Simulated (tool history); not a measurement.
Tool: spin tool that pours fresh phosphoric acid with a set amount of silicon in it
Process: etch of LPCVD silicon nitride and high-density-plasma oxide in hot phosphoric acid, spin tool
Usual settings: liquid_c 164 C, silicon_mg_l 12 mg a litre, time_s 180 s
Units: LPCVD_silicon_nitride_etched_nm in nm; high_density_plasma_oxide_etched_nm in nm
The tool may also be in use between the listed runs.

run	day	liquid_c	silicon_mg_l	time_s	read-back film thickness of the LPCVD silicon nitride reference wafer, read on the same gauge (nm)	read-back film thickness of the high-density-plasma oxide reference wafer, read on the same gauge (nm)	LPCVD_silicon_nitride_etched_nm	high_density_plasma_oxide_etched_nm
1	0	166.5	2.5	120	119.97	70.022	11.49	0.656
2	8.438	167	9.5	180	120.01	70.003	17.55	0.859
# day 9.571: heated supply line repaired
3	9.804	164	8.5	180	120.01	70	16.13	0.815
4	11.671	164	12	180	120.02	70.002	16.44	0.668
5	14.008	167	15	220	119.94	70.009	22.13	0.998
6	16.762	164	12	180	120.02	69.994	16.43	0.744
7	17.838	164	12	180	120.02	69.996	16.4	0.692
# day 19.658: thermometer replaced
8	20.688	166.5	19	225	120	69.996	21.6	0.848
9	23.679	161.5	17	180	119.94	69.993	14.77	0.525
10	25.071	164	3.5	225	119.97	70.016	20.07	1.089
# day 25.558: gauge calibrated
11	27.033	164	12	215	119.95	69.987	19.19	0.844
12	29.192	165	12	110	119.98	69.993	10.08	0.443
13	33.771	161	12	180	120	69.995	14.63	0.591
14	41.142	164	12	180	119.99	69.994	16.29	0.726
15	46.192	166	12	85	120.02	69.986	8.22	0.381
16	47.404	166	4.5	140	120.02	70.004	13.59	0.731
17	50.142	164	5.5	180	120.03	69.999	16.51	0.874
# day 51.542: thermometer replaced
18	52.521	164	7	210	119.97	70.019	18.44	0.889
19	54.317	166.5	12	85	120	70.007	8.16	0.347
20	55.508	164	12	235	120.01	70.012	20.62	0.883
21	57.038	162	12	180	120.02	69.993	14.86	0.57
22	58.062	162.5	3.5	105	119.98	69.988	8.79	0.442

3 ways to go on from here, each from the tool as it stands after run 22. What would each give?
A	58.083	164	12	180	?	?	?	?
B	58.083	162.5	4	180	?	?	?	?
C	58.083	164	12	110	?	?	?	?

run	read-back film thickness of the LPCVD silicon nitride reference wafer, read on the same gauge (nm)	read-back film thickness of the high-density-plasma oxide reference wafer, read on the same gauge (nm)	LPCVD_silicon_nitride_etched_nm	high_density_plasma_oxide_etched_nm
A	119.98	70.006	16	0.702
B	119.98	70.006	15.23	0.746
C	119.98	70.006	9.78	0.429
Without the tool's hidden state the same runs would have given:
run	LPCVD_silicon_nitride_etched_nm	high_density_plasma_oxide_etched_nm
A	16.07	0.708
B	15.29	0.752
C	9.82	0.432
